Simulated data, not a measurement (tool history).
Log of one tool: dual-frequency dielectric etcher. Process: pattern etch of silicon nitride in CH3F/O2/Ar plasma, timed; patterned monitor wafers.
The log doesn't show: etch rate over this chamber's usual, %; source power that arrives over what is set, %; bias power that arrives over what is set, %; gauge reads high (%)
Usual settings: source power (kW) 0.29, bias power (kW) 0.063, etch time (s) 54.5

| run | hour | source power (kW) | bias power (kW) | etch time (s) | wafers since the last listed run | hours since the last wet clean | hours since the last source power generator calibration | hours since the last bias power generator calibration | hours since the last upper electrode change | hours since the gauge calibration | read-back reference wafer on the same gauge, depth_nm | mean etch depth across the wafer (nm) |
|---|---|---|---|---|---|---|---|---|---|---|---|---|
| 1 | 0 | 0.29 | 0.063 | 62 | 0 | 225.8 | 2156.5 | 719.9 | 4944.5 | 1684.7 | 38.66 | 36.92 |
| 2 | 100.4 | 0.29 | 0.063 | 62 | 1012 | 326.2 | 2256.9 | 820.3 | 5044.9 | 1785.1 | 38.56 | 37.19 |
| 3 | 184.2 | 0.29 | 0.063 | 62 | 845 | 410 | 2340.7 | 904.1 | 5128.7 | 1868.9 | 38.54 | 36.92 |
|  | 263.8 | wet clean of the chamber |
| 4 | 373 | 0.29 | 0.052 | 54.5 | 1662 | 109.2 | 2529.5 | 1092.9 | 5317.5 | 2057.7 | 38.6 | 29.75 |
| 5 | 463.6 | 0.29 | 0.063 | 54.5 | 913 | 199.8 | 2620.1 | 1183.5 | 5408.1 | 2148.3 | 38.53 | 32.6 |
| 6 | 566.5 | 0.29 | 0.063 | 54.5 | 1037 | 302.7 | 2723 | 1286.4 | 5511 | 2251.2 | 38.67 | 32.34 |
|  | 661.9 | gauge calibrated |
|  | 688.6 | upper electrode replaced |
| 7 | 689.1 | 0.29 | 0.063 | 54.5 | 994 | 425.3 | 2845.6 | 1409 | 0.5 | 27.2 | 38.71 | 32.4 |
|  | 748.8 | wet clean of the chamber |
| 8 | 760.5 | 0.29 | 0.063 | 54.5 | 478 | 11.7 | 2917 | 1480.4 | 71.9 | 98.6 | 38.69 | 31.95 |
|  | 908.3 | bias power generator calibrated |
| 9 | 945.2 | 0.29 | 0.063 | 54.5 | 1822 | 196.4 | 3101.7 | 36.9 | 256.6 | 283.3 | 38.68 | 31.76 |
| 10 | 1016.9 | 0.29 | 0.063 | 54.5 | 723 | 268.1 | 3173.4 | 108.6 | 328.3 | 355 | 38.61 | 31.78 |
| 11 | 1097.8 | 0.22 | 0.063 | 41 | 815 | 349 | 3254.3 | 189.5 | 409.2 | 435.9 | 38.46 | 20.62 |
| 12 | 1197.4 | 0.29 | 0.055 | 62 | 1004 | 448.6 | 3353.9 | 289.1 | 508.8 | 535.5 | 38.61 | 33.54 |
| 13 | 1287.9 | 0.32 | 0.051 | 38 | 912 | 539.1 | 3444.4 | 379.6 | 599.3 | 626 | 38.62 | 20.87 |
|  | 1302.1 | source power generator calibrated |
|  | 1342.4 | wet clean of the chamber |
|  | 1344.5 | bias power generator calibrated, repeated, since the last time left the tool worse |
| 14 | 1345 | 0.32 | 0.071 | 41.5 | 272 | 2.6 | 42.9 | 0.5 | 656.4 | 683.1 | 38.5 | 27.69 |
| 15 | 1376 | 0.26 | 0.072 | 40 | 312 | 33.6 | 73.9 | 31.5 | 687.4 | 714.1 | 38.58 | 24.37 |
| 16 | 1427.9 | 0.32 | 0.063 | 65.5 | 523 | 85.5 | 125.8 | 83.4 | 739.3 | 766 | 38.55 | 40.88 |
| 17 | 1667.2 | 0.29 | 0.072 | 54.5 | 2413 | 324.8 | 365.1 | 322.7 | 978.6 | 1005.3 | 38.58 | 34.97 |
| 18 | 1713.7 | 0.24 | 0.048 | 54.5 | 468 | 371.3 | 411.6 | 369.2 | 1025.1 | 1051.8 | 38.52 | 25.97 |
| 19 | 1810.7 | 0.22 | 0.063 | 41 | 978 | 468.3 | 508.6 | 466.2 | 1122.1 | 1148.8 | 38.62 | 21.74 |
| 20 | 1906.1 | 0.29 | 0.063 | 54.5 | 962 | 563.7 | 604 | 561.6 | 1217.5 | 1244.2 | 38.62 | 32.74 |

Forecast each of these 4 alternatives for the next run:
| A | 1906.5 | 0.29 | 0.063 | 54.5 | 4 | 564.1 | 604.4 | 562 | 1217.9 | 1244.6 | ? | ? |
| B | 1906.5 | 0.32 | 0.063 | 54.5 | 4 | 564.1 | 604.4 | 562 | 1217.9 | 1244.6 | ? | ? |
| C | 1906.5 | 0.29 | 0.07 | 54.5 | 4 | 564.1 | 604.4 | 562 | 1217.9 | 1244.6 | ? | ? |
| D | 1906.5 | 0.29 | 0.047 | 54.5 | 4 | 564.1 | 604.4 | 562 | 1217.9 | 1244.6 | ? | ? |

| run | read-back reference wafer on the same gauge, depth_nm | mean etch depth across the wafer (nm) |
|---|---|---|
| A | 38.51 | 32.82 |
| B | 38.51 | 34.29 |
| C | 38.51 | 34.61 |
| D | 38.51 | 28.15 |
Without the tool's hidden state the same runs would have given:
| run | mean etch depth across the wafer (nm) |
|---|---|
| A | 32.93 |
| B | 34.41 |
| C | 34.73 |
| D | 28.23 |
